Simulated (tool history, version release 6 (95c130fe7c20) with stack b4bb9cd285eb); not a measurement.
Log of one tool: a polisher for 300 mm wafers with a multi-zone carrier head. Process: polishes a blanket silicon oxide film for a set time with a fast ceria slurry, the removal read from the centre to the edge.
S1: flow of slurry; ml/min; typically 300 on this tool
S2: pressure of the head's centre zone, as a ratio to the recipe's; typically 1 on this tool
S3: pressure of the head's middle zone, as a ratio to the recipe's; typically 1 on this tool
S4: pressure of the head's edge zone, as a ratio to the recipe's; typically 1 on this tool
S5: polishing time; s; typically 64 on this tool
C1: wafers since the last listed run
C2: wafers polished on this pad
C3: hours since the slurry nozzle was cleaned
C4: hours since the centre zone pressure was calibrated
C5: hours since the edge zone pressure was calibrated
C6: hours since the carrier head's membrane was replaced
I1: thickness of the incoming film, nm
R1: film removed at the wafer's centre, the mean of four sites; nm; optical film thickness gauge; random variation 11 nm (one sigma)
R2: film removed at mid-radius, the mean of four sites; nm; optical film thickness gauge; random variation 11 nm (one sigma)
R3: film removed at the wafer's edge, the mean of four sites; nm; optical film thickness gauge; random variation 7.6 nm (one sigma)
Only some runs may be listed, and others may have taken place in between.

run	hour	S1	S2	S3	S4	S5	C1	C2	C3	C4	C5	C6	I1	R1	R2	R3
1	0	300	1	1	1	64	0	200	527.2	479.1	707.8	1664.7	3293.3	787.6	822.1	788.5
2	9.2	300	1	1	1	64	106	306	536.4	488.3	717	1673.9	3383.9	785.7	810.5	797.7
3	23.7	300	1	1	1	64	168	474	550.9	502.8	731.5	1688.4	3367.4	788.7	778.3	794.8
4	39.5	300	1	1	1	56	183	658	566.7	518.6	747.3	1704.2	3332	680.6	711	692.3
5	56.3	300	1	1	1	56	194	852	583.5	535.4	764.1	1721	3302.4	684.7	697.3	676
# hour 63: edge zone pressure recalibrated
# hour 63.1: worn pad replaced by a new one
6	69.5	300	1	1	1	64	128	74	596.7	548.6	6.5	1734.2	3337	790.5	800.8	780.9
7	77.5	300	1	1	1	64	92	166	604.7	556.6	14.5	1742.2	3334.3	786	798.6	785.3
8	93.2	220	1	1	1.09	75	181	348	620.4	572.3	30.2	1757.9	3320	882.2	889.8	958
9	106.6	335	1	1	1	64	155	504	633.8	585.7	43.6	1771.3	3259	816.3	805.2	783.1
10	115.7	300	0.93	1.06	1	64	105	609	642.9	594.8	52.7	1780.4	3346.6	743.4	844.3	782.1
11	127.2	405	1	1	1	53	133	742	654.4	606.3	64.2	1791.9	3313.5	668	694.2	671
# hour 143.1: worn pad replaced by a new one
12	143.6	300	0.95	1.07	1	64	143	6	670.8	622.7	80.6	1808.3	3275.8	738.1	856.6	770.6
13	151.9	355	1.1	0.95	1	64	96	102	679.1	631	88.9	1816.6	3315.4	883.8	801.6	802.9
# hour 159.7: carrier head's membrane replaced by a new one
# hour 165.4: centre zone pressure recalibrated
14	167.9	250	0.88	0.89	1	64	104	206	695.1	2.5	104.9	8.2	3304.4	693.8	708.7	760.5
15	181.4	300	1	1	1	64	156	362	708.6	16	118.4	21.7	3306.7	796.9	823.9	778.5
# hour 182.6: slurry nozzle cleaned
16	193.1	300	1	1	1	64	123	486	10.5	27.7	130.1	33.4	3379.6	808.1	811.5	801.1
# hour 232.9: worn pad replaced by a new one
17	233.4	245	0.92	1	1	64	420	5	50.8	68	170.4	73.7	3363.4	699.8	785.1	771.9
18	237.7	300	1	1	1	64	49	55	55.1	72.3	174.7	78	3347.8	798.1	811.1	781.8
19	251.5	375	1	1.05	1.05	64	159	215	68.9	86.1	188.5	91.8	3328.3	799.9	855.5	823.4
20	259.3	300	1	0.91	1.1	64	90	305	76.7	93.9	196.3	99.6	3271	789.2	736.7	823.6
21	269.7	300	0.96	1	1.07	82	120	426	87.1	104.3	206.7	110	3339.1	988.1	1063.1	1048.5

Below are 5 alternative next runs, each starting from the tool's condition after run 21. Predict each:
A	270.1	300	1	1	1	64	4	430	87.5	104.7	207.1	110.4	3324.1	?	?	?
B	270.1	300	1	1	1	79	4	430	87.5	104.7	207.1	110.4	3324.1	?	?	?
C	270.1	220	1	0.92	0.93	64	4	430	87.5	104.7	207.1	110.4	3324.1	?	?	?
D	270.1	210	1	1	1	64	4	430	87.5	104.7	207.1	110.4	3324.1	?	?	?
E	270.1	300	1	0.93	1.04	64	4	430	87.5	104.7	207.1	110.4	3324.1	?	?	?

run	R1	R2	R3
A	791.8	821.1	779.8
B	977.4	1013.5	962.6
C	762.2	747.7	734.9
D	757.5	788.9	756.6
E	791.5	779.5	795.5
Stripped of hidden state, with their random variation kept, the same runs would have yielded:
run	R1	R2	R3
A	791.8	821.1	779.8
B	977.4	1013.5	962.6
C	762.2	747.7	734.9
D	757.5	788.9	756.6
E	791.5	779.5	795.5
